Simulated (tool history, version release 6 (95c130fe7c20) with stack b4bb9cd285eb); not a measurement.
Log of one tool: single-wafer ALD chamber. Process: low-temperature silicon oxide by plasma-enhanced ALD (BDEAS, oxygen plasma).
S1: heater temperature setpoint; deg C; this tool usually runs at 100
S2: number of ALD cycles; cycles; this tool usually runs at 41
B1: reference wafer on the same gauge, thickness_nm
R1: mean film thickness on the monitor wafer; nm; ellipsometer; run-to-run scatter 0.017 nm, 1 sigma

run   hour   S1  S2     B1     R1
  1      0  100  41  6.444  6.965
  2   21.4  100  43  6.434  7.246
  3   57.3  100  41  6.439  6.945
  4   70.8  100  41  6.437  6.959
  5  104.9  100  41  6.438  6.962
  6  131.5  100  41  6.438  6.947
  7  158.9  107  41  6.434   6.79
  8  226.3  107  41  6.438  6.771
  9  243.9  100  41  6.449  6.927
 10  336.2   93  45  6.449  7.842
 11  354.8  100  41  6.442  6.937
 12  420.8  100  41  6.436  6.956
 13  451.4   92  37  6.441  6.456
 14  472.9  100  41  6.438  6.968
 15  485.1  115  35   6.44  5.694
 16  504.5   90  47  6.444  8.301
 17  521.4  110  44  6.447  7.238
 18  537.9  100  41  6.444  6.949
 19  568.8   93  44  6.436  7.476
 20  602.4  105  47  6.435  7.708
 21  636.3   91  45  6.436  7.748
 22    657  107  41  6.436  6.672
 23  673.3  107  41  6.438  6.692
 24  695.3  109  47  6.438  7.634
 25  726.3  113  34   6.44  5.473
 26  749.9  100  34   6.44  5.652
 27    783  105  44   6.44  7.239
 28  796.4   89  41  6.438  7.135
 29  827.9  100  49   6.43  8.169

Between the runs listed above, the log contained 2 entries, not reproduced here. Where in the sequence does each belong, and how does what the log doesn't record of the tool's condition differ from the listed run before to the listed run after?
From run 11 to run 12: gauge calibrated (hour 365.2)
  wafer temperature above the value expected at the setpoint (K): -5.39 -> -5.43
  the result without the hidden state subtracted from the measured one, R1: +0.151 -> +0.152 nm
From run 18 to run 19: thermocouple changed; heater temperature recalibrated (hour 557.8)
  wafer temperature above the value expected at the setpoint (K): -5.5 -> 0.56
  the result without the hidden state subtracted from the measured one, R1: +0.154 -> -0.017 nm
